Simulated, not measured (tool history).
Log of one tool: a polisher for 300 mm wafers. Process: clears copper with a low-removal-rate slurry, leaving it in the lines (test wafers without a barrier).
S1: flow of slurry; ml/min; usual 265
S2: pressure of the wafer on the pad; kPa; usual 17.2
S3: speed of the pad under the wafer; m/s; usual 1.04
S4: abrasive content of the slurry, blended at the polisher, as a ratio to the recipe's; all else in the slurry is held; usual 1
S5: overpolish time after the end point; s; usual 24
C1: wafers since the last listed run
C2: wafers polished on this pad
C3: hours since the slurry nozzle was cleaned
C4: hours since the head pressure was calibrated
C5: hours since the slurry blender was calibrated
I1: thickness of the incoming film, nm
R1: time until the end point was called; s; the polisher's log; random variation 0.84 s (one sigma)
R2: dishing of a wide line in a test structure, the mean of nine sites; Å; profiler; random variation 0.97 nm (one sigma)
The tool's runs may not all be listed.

run	hour	S1	S2	S3	S4	S5	C1	C2	C3	C4	C5	I1	R1	R2
1	0	265	17.2	1.04	1	24	0	434	461.8	45	104.4	268.4	99.6	423
2	66.4	265	17.2	1.04	1	24	641	1075	528.2	111.4	170.8	265.6	104.7	437
# hour 84.4: worn pad replaced by a new one
3	110.6	265	17.2	1.04	1	24	388	253	572.4	155.6	215	261.5	97.9	438
# hour 141.8: slurry blender recalibrated
4	169.8	265	17.2	1.04	1	24	552	805	631.6	214.8	28	263.8	100.3	417
5	203.5	265	17.2	1.16	1	24	325	1130	665.3	248.5	61.7	264.9	95	451
# hour 257.2: worn pad replaced by a new one
6	257.7	265	17.2	1.16	1	24	484	5	719.5	302.7	115.9	262.1	87.7	470
# hour 285.5: head pressure recalibrated
7	320.3	265	17.2	1.16	1	24	585	590	782.1	34.8	178.5	264.4	90.6	457
# hour 345.8: slurry nozzle cleaned
8	370.7	265	17.2	1.04	1	24	476	1067	24.9	85.2	228.9	262.3	103.6	421
# hour 398: worn pad replaced by a new one
9	402.1	215	13.8	1.04	1	24	264	39	56.3	116.6	260.3	264.2	127.6	349
# hour 418.5: slurry blender recalibrated
10	439.2	265	17.2	1.04	1	24	338	378	93.4	153.7	20.7	266	100.8	433
11	474.2	265	17.2	0.76	1.3	24	337	716	128.4	188.7	55.7	266.1	130.4	338
12	550.2	265	17.2	1.04	1.15	35	733	1450	204.4	264.7	131.7	264	105.8	554
# hour 555.7: worn pad replaced by a new one
# hour 593.2: head pressure recalibrated
13	599.9	265	17.2	1.16	1	24	421	407	254.1	6.7	181.4	264.2	89.9	470
14	643.5	350	19.3	1.16	0.8	24	420	828	297.7	50.3	225	267.5	87	489
# hour 691.7: slurry blender recalibrated
# hour 696: worn pad replaced by a new one
15	696.5	220	22.8	0.82	1	29	453	5	350.7	103.3	4.8	262.8	97.8	526
16	754.8	225	20	1.26	1	14	562	568	409	161.6	63.1	265.6	74.1	361

Forecast each of these 3 alternatives for the next run:
A	755.3	265	17.2	1.04	1	24	4	572	409.5	162.1	63.6	265	?	?
B	755.3	300	14.5	1.04	1	24	4	572	409.5	162.1	63.6	265	?	?
C	755.3	265	17.2	1.04	1	32	4	572	409.5	162.1	63.6	265	?	?

run	R1	R2
A	101.2	438
B	119	381
C	101.2	542
Without the tool's hidden state the same runs would have given:
run	R1	R2
A	98.7	446
B	116	389
C	98.7	552

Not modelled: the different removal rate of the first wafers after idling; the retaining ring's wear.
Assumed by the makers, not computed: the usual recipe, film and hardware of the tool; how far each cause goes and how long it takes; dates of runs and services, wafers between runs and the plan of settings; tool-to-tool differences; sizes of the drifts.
